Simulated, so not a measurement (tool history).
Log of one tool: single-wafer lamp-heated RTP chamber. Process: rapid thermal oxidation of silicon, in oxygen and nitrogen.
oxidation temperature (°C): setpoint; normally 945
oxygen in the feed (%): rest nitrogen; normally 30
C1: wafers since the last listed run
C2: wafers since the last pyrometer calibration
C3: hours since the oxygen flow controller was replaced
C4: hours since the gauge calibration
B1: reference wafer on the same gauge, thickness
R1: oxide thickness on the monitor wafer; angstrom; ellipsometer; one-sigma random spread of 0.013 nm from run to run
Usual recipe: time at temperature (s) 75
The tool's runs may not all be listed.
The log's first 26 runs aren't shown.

{"run": 27, "hour": 736.1, "oxidation temperature (°C)": 945, "time at temperature (s)": 75, "oxygen in the feed (%)": 17, "C1": 190, "C2": 383, "C3": 427.8, "C4": 292.8, "B1": 3.39, "R1": 28.33}
{"run": 28, "hour": 766.9, "oxidation temperature (°C)": 956, "time at temperature (s)": 75, "oxygen in the feed (%)": 30, "C1": 252, "C2": 635, "C3": 458.6, "C4": 323.6, "B1": 3.392, "R1": 33.04}
{"run": 29, "hour": 779.4, "oxidation temperature (°C)": 917, "time at temperature (s)": 49, "oxygen in the feed (%)": 19, "C1": 102, "C2": 738, "C3": 471.1, "C4": 336.1, "B1": 3.393, "R1": 24.17}
{"run": 30, "hour": 795.1, "oxidation temperature (°C)": 945, "time at temperature (s)": 75, "oxygen in the feed (%)": 57, "C1": 128, "C2": 866, "C3": 486.8, "C4": 351.8, "B1": 3.388, "R1": 36.67}
{"run": 31, "hour": 824.9, "oxidation temperature (°C)": 945, "time at temperature (s)": 75, "oxygen in the feed (%)": 30, "C1": 244, "C2": 1110, "C3": 516.6, "C4": 381.6, "B1": 3.391, "R1": 31.39}
{"run": 32, "hour": 854.1, "oxidation temperature (°C)": 945, "time at temperature (s)": 98, "oxygen in the feed (%)": 30, "C1": 239, "C2": 1350, "C3": 545.8, "C4": 410.8, "B1": 3.388, "R1": 34.03}
{"run": 33, "hour": 887.8, "oxidation temperature (°C)": 945, "time at temperature (s)": 75, "oxygen in the feed (%)": 30, "C1": 276, "C2": 1626, "C3": 579.5, "C4": 444.5, "B1": 3.39, "R1": 31.51}
{"run": 34, "hour": 913.2, "oxidation temperature (°C)": 945, "time at temperature (s)": 75, "oxygen in the feed (%)": 30, "C1": 208, "C2": 1834, "C3": 604.9, "C4": 469.9, "B1": 3.393, "R1": 31.5}
{"run": 35, "hour": 927.7, "oxidation temperature (°C)": 945, "time at temperature (s)": 75, "oxygen in the feed (%)": 30, "C1": 118, "C2": 1952, "C3": 619.4, "C4": 484.4, "B1": 3.392, "R1": 31.3}
{"run": 36, "hour": 962.8, "oxidation temperature (°C)": 923, "time at temperature (s)": 58, "oxygen in the feed (%)": 17, "C1": 287, "C2": 2240, "C3": 654.5, "C4": 519.5, "B1": 3.388, "R1": 24.86}

Estimate the outcome of run 37 from the log above:
{"run": 37, "hour": 992.7, "oxidation temperature (°C)": 926, "time at temperature (s)": 92, "oxygen in the feed (%)": 30, "C1": 244, "C2": 2485, "C3": 684.4, "C4": 549.4, "B1": "?", "R1": "?"}

B1: 3.389
R1: 30.45 angstrom
With no hidden state in the tool, this same run would have given R1 30.21 angstrom.
